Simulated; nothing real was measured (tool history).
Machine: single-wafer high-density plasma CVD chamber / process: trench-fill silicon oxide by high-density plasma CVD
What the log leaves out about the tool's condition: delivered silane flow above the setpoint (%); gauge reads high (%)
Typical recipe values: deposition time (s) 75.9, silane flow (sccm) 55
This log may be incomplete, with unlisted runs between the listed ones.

run,hour,deposition time (s),silane flow (sccm),wafers since the last listed run,hours since the silane flow controller was replaced,hours since the gauge calibration,"read-back reference wafer on the same gauge, thickness_nm",mean film thickness on the monitor wafer (nm)
1,0.0,75.9,55,0,4080.5,1040.8,460.054,381.614
2,37.6,70.0,63,494,4118.1,1078.4,458.817,399.978
# hour 63.7: gauge calibrated
3,81.5,70.0,63,577,4162.0,17.8,458.319,398.793
4,114.4,75.9,55,432,4194.9,50.7,459.042,380.435
5,182.5,83.9,55,895,4263.0,118.8,459.947,419.805
6,228.7,83.9,55,607,4309.2,165.0,458.793,419.499
7,268.8,75.9,47,527,4349.3,205.1,459.767,324.406
8,335.8,75.9,47,881,4416.3,272.1,459.662,323.613
9,366.2,75.9,47,399,4446.7,302.5,459.147,325.377
10,423.8,75.9,60,757,4504.3,360.1,458.958,415.612
11,456.9,75.9,60,435,4537.4,393.2,459.468,412.169
12,495.6,75.9,60,508,4576.1,431.9,458.351,412.604
13,549.9,75.9,55,714,4630.4,486.2,459.195,374.682
14,609.9,75.9,55,789,4690.4,546.2,459.282,377.310
15,635.2,86.2,48,332,4715.7,571.5,459.077,374.363
16,689.9,75.9,49,719,4770.4,626.2,458.641,338.129
17,725.7,75.9,55,470,4806.2,662.0,458.313,372.730
18,782.8,85.6,50,750,4863.3,719.1,458.974,387.168
19,807.8,90.6,51,328,4888.3,744.1,458.741,416.483
# hour 857.5: silane flow controller replaced
20,874.5,82.8,60,771,17.0,810.8,459.147,478.116
21,902.5,75.9,47,368,45.0,838.8,458.535,343.898
22,948.0,75.9,55,598,90.5,884.3,458.593,398.149
23,1015.7,83.4,48,890,158.2,952.0,458.459,381.863
24,1042.5,89.4,62,352,185.0,978.8,459.053,524.573
25,1183.3,69.0,47,1851,325.8,1119.6,458.214,308.241
# hour 1188.2: gauge calibrated
26,1243.7,75.9,58,794,386.2,55.5,458.427,420.614
27,1301.7,69.4,63,762,444.2,113.5,458.604,415.978
28,1370.2,87.6,48,900,512.7,182.0,459.068,403.969
29,1427.3,66.3,55,750,569.8,239.1,458.871,344.658
30,1499.0,62.9,61,942,641.5,310.8,458.812,366.116
31,1541.4,71.0,64,557,683.9,353.2,458.468,430.005
32,1583.8,61.8,55,557,726.3,395.6,458.996,321.402

What if the next run were any one of these 4? Each begins from the tool's condition after run 32:
A,1584.2,75.9,55,5,726.7,396.0,?,?
B,1584.2,66.3,44,5,726.7,396.0,?,?
C,1584.2,66.7,48,5,726.7,396.0,?,?
D,1584.2,81.7,45,5,726.7,396.0,?,?

run,"read-back reference wafer on the same gauge, thickness_nm",mean film thickness on the monitor wafer (nm)
A,458.770,395.175
B,458.770,276.154
C,458.770,303.076
D,458.770,348.032
With no hidden state in the tool, these same runs would have given:
run,mean film thickness on the monitor wafer (nm)
A,397.006
B,277.434
C,304.481
D,349.645

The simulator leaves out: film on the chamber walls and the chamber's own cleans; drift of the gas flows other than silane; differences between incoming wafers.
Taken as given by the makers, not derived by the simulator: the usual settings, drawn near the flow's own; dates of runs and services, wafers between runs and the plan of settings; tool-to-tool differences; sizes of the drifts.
